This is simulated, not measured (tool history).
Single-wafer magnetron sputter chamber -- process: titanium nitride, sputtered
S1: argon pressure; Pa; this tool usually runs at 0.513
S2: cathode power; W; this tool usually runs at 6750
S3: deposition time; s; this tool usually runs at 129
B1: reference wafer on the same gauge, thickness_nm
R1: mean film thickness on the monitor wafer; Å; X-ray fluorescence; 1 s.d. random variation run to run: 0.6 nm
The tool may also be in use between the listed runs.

run    hour     S1    S2   S3       B1       R1
  1     0.0  0.635  6750  114  173.891  1278.50
  2    58.1  0.513  6750  129  173.880  1499.42
  3   146.5  0.513  6750  129  173.982  1486.76
  4   190.2  0.513  6750  129  174.125  1486.81
  5   252.1  0.513  6750  129  173.917  1472.45
  6   298.3  0.513  6750  129  174.272  1474.66
  7   389.7  0.513  6750  129  173.924  1476.14
  8   430.6  0.513  6750  129  174.208  1468.36
      484.7  -- sputter target and shields replaced
  9   523.1  0.513  6750  129  174.142  1512.58
 10   561.1  0.513  6750  129  173.983  1513.31
 11   615.1  0.513  6750  129  173.839  1504.59
      630.7  -- capacitance manometer re-zeroed and calibrated
 12   652.3  0.513  6750  129  174.111  1498.68
 13   719.7  0.513  6750  129  173.846  1481.30
      749.2  -- gauge calibrated
 14   758.6  0.513  6750  129  174.076  1479.08
 15   859.9  0.661  6300  129  174.102  1293.68
 16   933.1  0.513  7850  104  174.043  1373.52
      963.8  -- sputter target and shields replaced
 17  1027.7  0.448  6750  129  173.875  1551.25
 18  1103.9  0.513  6750  129  173.964  1504.07
 19  1200.9  0.633  6750  129  174.004  1419.05
     1226.3  -- magnet pack replaced
 20  1254.4  0.689  8250  150  174.162  1956.90
 21  1391.4  0.513  5700  129  173.995  1242.91
     1493.7  -- sputter target and shields replaced
 22  1496.9  0.451  8150  142  173.993  2113.58
 23  1533.1  0.415  7900  114  173.945  1651.31
 24  1640.8  0.614  6200  144  173.975  1476.34
 25  1739.3  0.422  6750  129  174.056  1549.30
 26  1830.7  0.684  6750  150  173.925  1614.89
 27  1907.4  0.598  6750  129  174.102  1437.92
 28  1960.5  0.513  6750  129  174.115  1483.13
     1985.5  -- sputter target and shields replaced
 29  2053.8  0.513  7400  129  174.208  1668.72
 30  2102.0  0.513  6750  129  173.896  1499.62
 31  2149.8  0.669  7650  129  173.950  1596.93
 32  2255.6  0.513  6750  129  174.128  1486.36
 33  2337.3  0.352  6750  112  174.271  1373.20
 34  2376.6  0.513  6750  129  173.932  1468.15

Predict each of these 4 candidate next runs independently; none follows another, all start after run 34:
  A  2377.0  0.513  5850  129   ?   ?
  B  2377.0  0.513  6750  120   ?   ?
  C  2377.0  0.513  6750  122   ?   ?
  D  2377.0  0.637  6100  151   ?   ?

run       B1       R1
  A  174.030  1275.45
  B  174.030  1369.00
  C  174.030  1391.82
  D  174.030  1480.44
With no hidden state in the tool, these same runs would have given:
run       R1
  A  1335.54
  B  1433.49
  C  1457.38
  D  1550.19

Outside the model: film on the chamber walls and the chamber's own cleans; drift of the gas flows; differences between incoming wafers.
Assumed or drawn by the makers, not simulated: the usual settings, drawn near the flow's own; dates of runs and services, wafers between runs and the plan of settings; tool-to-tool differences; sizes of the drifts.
